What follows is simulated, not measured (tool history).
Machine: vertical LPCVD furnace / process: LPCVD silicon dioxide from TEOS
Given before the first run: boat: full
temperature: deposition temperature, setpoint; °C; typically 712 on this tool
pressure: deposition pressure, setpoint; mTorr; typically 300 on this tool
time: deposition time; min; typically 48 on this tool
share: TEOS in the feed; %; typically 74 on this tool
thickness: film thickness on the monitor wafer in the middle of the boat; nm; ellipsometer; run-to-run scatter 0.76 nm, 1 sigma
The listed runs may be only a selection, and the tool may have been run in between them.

run,day,temperature,pressure,time,share,"read-back reference wafer on the same gauge, thickness",thickness
1,0,712,265,48,74,448.96,420.67
2,0.371,712,250,48,74,449.28,407.69
3,0.896,712,250,48,74,449.29,408.81
4,1.404,712,300,48,74,448.85,447.54
5,2.158,712,300,48,74,449.13,445.72
6,2.7,712,300,48,74,449.3,446.95
7,3.375,712,300,48,82,448.82,471.85
8,3.958,712,300,48,82,449.02,472.14
9,4.683,712,300,54,74,449.08,503.98
# day 5.996: TEOS flow controller replaced
# day 6.488: pressure gauge zeroed
10,6.508,712,300,54,74,449.42,506.13
11,6.729,712,300,54,74,448.93,504.8
12,6.946,712,300,48,74,448.9,448.59
13,7.167,712,300,48,74,449.27,450.86
14,7.642,712,300,48,74,448.85,449.44
15,8.2,716,300,43,74,448.98,441.13
16,9.042,703,330,29.5,70,448.89,228.96
# day 10.092: gauge calibrated
# day 10.321: thermocouples replaced and temperature profile calibrated
17,10.342,720,300,56.5,68,449.45,567.67
18,10.562,720,300,57,59,448.8,532.59
19,11.304,712,265,48,59,448.68,353.98
20,11.871,719,300,31,74,448.66,317.4
21,12.521,712,300,48,74,448.81,420.84
22,13.058,712,300,65.5,74,448.77,575.55
23,13.438,721,375,35,74,449.02,419.71
24,13.888,719,300,48,69,448.81,475.92
25,14.258,703,330,29.5,70,449.2,214.39
26,14.792,705,265,36.5,69,448.64,247.49
27,15.129,707,300,33.5,74,449.03,261.12
28,15.871,712,255,48,74,448.51,387.9
29,17.908,712,300,48,74,448.89,420.21
30,18.417,712,275,36,70,449.3,294.13
31,19.292,712,300,48,74,448.69,420.27

List, for all runs, the conditions of the tool that the log does not record:
true pressure minus gauge reading, mTorr: 0 in every run
deviation of the TEOS flow from its setpoint, %: 0 in every run
gauge reads high (%): 0 in every run
H1: true tube temperature minus thermocouple reading, K
run,H1
1,2.85
2,2.86
3,2.87
4,2.89
5,2.92
6,2.93
7,2.96
8,2.98
9,3
10,3.06
11,3.07
12,3.08
13,3.08
14,3.1
15,3.12
16,3.15
17,0.167
18,0.167
19,0.167
20,0.168
21,0.168
22,0.168
23,0.168
24,0.169
25,0.169
26,0.169
27,0.17
28,0.17
29,0.173
30,0.173
31,0.175

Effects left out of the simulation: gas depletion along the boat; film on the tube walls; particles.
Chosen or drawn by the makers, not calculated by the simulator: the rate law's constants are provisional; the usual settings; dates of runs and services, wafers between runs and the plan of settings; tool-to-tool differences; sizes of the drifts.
